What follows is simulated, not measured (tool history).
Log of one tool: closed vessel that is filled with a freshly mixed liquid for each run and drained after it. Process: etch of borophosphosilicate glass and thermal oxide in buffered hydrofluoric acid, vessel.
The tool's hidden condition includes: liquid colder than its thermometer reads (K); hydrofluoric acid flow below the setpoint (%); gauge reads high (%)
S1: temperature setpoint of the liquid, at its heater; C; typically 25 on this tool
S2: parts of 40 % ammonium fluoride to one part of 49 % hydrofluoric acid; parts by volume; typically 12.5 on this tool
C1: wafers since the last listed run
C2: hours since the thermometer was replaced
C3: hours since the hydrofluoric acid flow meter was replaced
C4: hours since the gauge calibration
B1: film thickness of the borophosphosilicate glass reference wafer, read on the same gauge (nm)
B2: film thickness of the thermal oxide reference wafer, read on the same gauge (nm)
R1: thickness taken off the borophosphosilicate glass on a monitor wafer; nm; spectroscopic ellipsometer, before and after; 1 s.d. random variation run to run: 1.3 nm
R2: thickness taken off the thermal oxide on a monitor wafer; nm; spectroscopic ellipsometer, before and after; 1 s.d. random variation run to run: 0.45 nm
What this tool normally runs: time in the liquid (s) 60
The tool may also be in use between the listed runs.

{"run": 1, "hour": 0.0, "S1": 25, "S2": 9.5, "time in the liquid (s)": 60, "C1": 0, "C2": 91.9, "C3": 608.4, "C4": 767.9, "B1": 89.99, "B2": 29.97, "R1": 165.84, "R2": 67.29}
{"run": 2, "hour": 28.5, "S1": 25, "S2": 9.5, "time in the liquid (s)": 60, "C1": 2980, "C2": 120.4, "C3": 636.9, "C4": 796.4, "B1": 89.99, "B2": 30.01, "R1": 168.12, "R2": 65.85}
{"run": 3, "hour": 72.1, "S1": 25, "S2": 9.5, "time in the liquid (s)": 60, "C1": 4560, "C2": 164, "C3": 680.5, "C4": 840, "B1": 90.01, "B2": 30.01, "R1": 164.9, "R2": 65.43}
{"run": 4, "hour": 111.8, "S1": 25, "S2": 12.5, "time in the liquid (s)": 60, "C1": 4152, "C2": 203.7, "C3": 720.2, "C4": 879.7, "B1": 89.98, "B2": 30, "R1": 126.2, "R2": 50.26}
{"hour": 180.2, "done": "hydrofluoric acid flow meter replaced"}
{"run": 5, "hour": 274.7, "S1": 25, "S2": 12.5, "time in the liquid (s)": 60, "C1": 16933, "C2": 366.6, "C3": 94.5, "C4": 1042.6, "B1": 90, "B2": 29.98, "R1": 131.11, "R2": 53.24}
{"run": 6, "hour": 344.8, "S1": 26, "S2": 12.5, "time in the liquid (s)": 60, "C1": 7331, "C2": 436.7, "C3": 164.6, "C4": 1112.7, "B1": 90.01, "B2": 29.98, "R1": 141.49, "R2": 57.44}
{"run": 7, "hour": 399.1, "S1": 25, "S2": 12.5, "time in the liquid (s)": 60, "C1": 5679, "C2": 491, "C3": 218.9, "C4": 1167, "B1": 90.02, "B2": 30, "R1": 132.74, "R2": 53.81}
{"run": 8, "hour": 450.9, "S1": 25, "S2": 17.5, "time in the liquid (s)": 50, "C1": 5417, "C2": 542.8, "C3": 270.7, "C4": 1218.8, "B1": 89.98, "B2": 30.01, "R1": 80.07, "R2": 32.02}
{"run": 9, "hour": 497.9, "S1": 28, "S2": 12.5, "time in the liquid (s)": 60, "C1": 4915, "C2": 589.8, "C3": 317.7, "C4": 1265.8, "B1": 90, "B2": 29.98, "R1": 154.99, "R2": 62.19}
{"run": 10, "hour": 547.4, "S1": 23, "S2": 14.5, "time in the liquid (s)": 35, "C1": 5177, "C2": 639.3, "C3": 367.2, "C4": 1315.3, "B1": 89.99, "B2": 29.99, "R1": 58.3, "R2": 24.14}
{"hour": 563.7, "done": "gauge calibrated"}
{"run": 11, "hour": 572.4, "S1": 25, "S2": 12.5, "time in the liquid (s)": 70, "C1": 2614, "C2": 664.3, "C3": 392.2, "C4": 8.7, "B1": 90.02, "B2": 30, "R1": 153.25, "R2": 61.36}
{"run": 12, "hour": 608.7, "S1": 25, "S2": 12.5, "time in the liquid (s)": 60, "C1": 3796, "C2": 700.6, "C3": 428.5, "C4": 45, "B1": 90, "B2": 30, "R1": 128.77, "R2": 52.22}
{"hour": 637.9, "done": "thermometer replaced"}
{"run": 13, "hour": 674.0, "S1": 20.5, "S2": 17, "time in the liquid (s)": 45, "C1": 6725, "C2": 36.1, "C3": 493.8, "C4": 110.3, "B1": 90.02, "B2": 30.03, "R1": 56.96, "R2": 22.21}
{"run": 14, "hour": 828.0, "S1": 25, "S2": 12.5, "time in the liquid (s)": 60, "C1": 16106, "C2": 190.1, "C3": 647.8, "C4": 264.3, "B1": 90, "B2": 30.01, "R1": 126.58, "R2": 52.18}
{"run": 15, "hour": 1040.8, "S1": 22, "S2": 14.5, "time in the liquid (s)": 75, "C1": 22256, "C2": 402.9, "C3": 860.6, "C4": 477.1, "B1": 90.02, "B2": 29.99, "R1": 112.84, "R2": 46.57}
{"hour": 1079.7, "done": "hydrofluoric acid flow meter replaced"}
{"run": 16, "hour": 1095.1, "S1": 25, "S2": 12.5, "time in the liquid (s)": 60, "C1": 5574, "C2": 457.2, "C3": 15.4, "C4": 531.4, "B1": 90.02, "B2": 30.01, "R1": 136.95, "R2": 54.63}
{"run": 17, "hour": 1140.8, "S1": 25, "S2": 12.5, "time in the liquid (s)": 60, "C1": 4779, "C2": 502.9, "C3": 61.1, "C4": 577.1, "B1": 90, "B2": 30, "R1": 135.75, "R2": 54.58}
{"run": 18, "hour": 1211.6, "S1": 25, "S2": 12.5, "time in the liquid (s)": 60, "C1": 7405, "C2": 573.7, "C3": 131.9, "C4": 647.9, "B1": 90.01, "B2": 30.02, "R1": 135.94, "R2": 54.05}
{"run": 19, "hour": 1242.4, "S1": 25, "S2": 12.5, "time in the liquid (s)": 80, "C1": 3221, "C2": 604.5, "C3": 162.7, "C4": 678.7, "B1": 89.98, "B2": 29.97, "R1": 179.73, "R2": 72.29}
{"hour": 1301.2, "done": "thermometer replaced"}
{"run": 20, "hour": 1396.7, "S1": 25, "S2": 12.5, "time in the liquid (s)": 60, "C1": 16033, "C2": 95.5, "C3": 317, "C4": 833, "B1": 89.98, "B2": 30, "R1": 131.8, "R2": 53.66}
{"run": 21, "hour": 1440.9, "S1": 29, "S2": 15.5, "time in the liquid (s)": 50, "C1": 4622, "C2": 139.7, "C3": 361.2, "C4": 877.2, "B1": 90.02, "B2": 30.02, "R1": 110.86, "R2": 43.84}
{"run": 22, "hour": 1488.7, "S1": 29.5, "S2": 12.5, "time in the liquid (s)": 60, "C1": 4999, "C2": 187.5, "C3": 409, "C4": 925, "B1": 89.98, "B2": 29.98, "R1": 165.52, "R2": 66.86}
{"run": 23, "hour": 1533.7, "S1": 29.5, "S2": 11, "time in the liquid (s)": 45, "C1": 4706, "C2": 232.5, "C3": 454, "C4": 970, "B1": 90.02, "B2": 29.96, "R1": 142.48, "R2": 56.95}
{"run": 24, "hour": 1571.9, "S1": 28.5, "S2": 8, "time in the liquid (s)": 30, "C1": 3995, "C2": 270.7, "C3": 492.2, "C4": 1008.2, "B1": 90.01, "B2": 30.01, "R1": 121.37, "R2": 47.67}
{"run": 25, "hour": 1628.5, "S1": 23, "S2": 14.5, "time in the liquid (s)": 35, "C1": 5919, "C2": 327.3, "C3": 548.8, "C4": 1064.8, "B1": 90.02, "B2": 30.01, "R1": 59.21, "R2": 23.56}
{"run": 26, "hour": 1657.7, "S1": 28.5, "S2": 14, "time in the liquid (s)": 95, "C1": 3054, "C2": 356.5, "C3": 578, "C4": 1094, "B1": 89.97, "B2": 30, "R1": 222.69, "R2": 89.85}

Here are 3 independent what-if runs from the current tool condition. What would each one return?
{"run": "A", "hour": 1658.4, "S1": 25, "S2": 7.5, "time in the liquid (s)": 60, "C1": 73, "C2": 357.2, "C3": 578.7, "C4": 1094.7, "B1": "?", "B2": "?", "R1": "?", "R2": "?"}
{"run": "B", "hour": 1658.4, "S1": 20.5, "S2": 9, "time in the liquid (s)": 40, "C1": 73, "C2": 357.2, "C3": 578.7, "C4": 1094.7, "B1": "?", "B2": "?", "R1": "?", "R2": "?"}
{"run": "C", "hour": 1658.4, "S1": 20, "S2": 12.5, "time in the liquid (s)": 30, "C1": 73, "C2": 357.2, "C3": 578.7, "C4": 1094.7, "B1": "?", "B2": "?", "R1": "?", "R2": "?"}

run=A B1=90.01 B2=30.02 R1=211.14 R2=84.87
run=B B1=90.01 B2=30.02 R1=92.67 R2=37.21
run=C B1=90.01 B2=30.02 R1=49.76 R2=20.02
Without the tool's unlogged condition, the same runs would have read:
run=A R1=224.63 R2=90.23
run=B R1=96.09 R2=38.55
run=C R1=52.62 R2=21.16
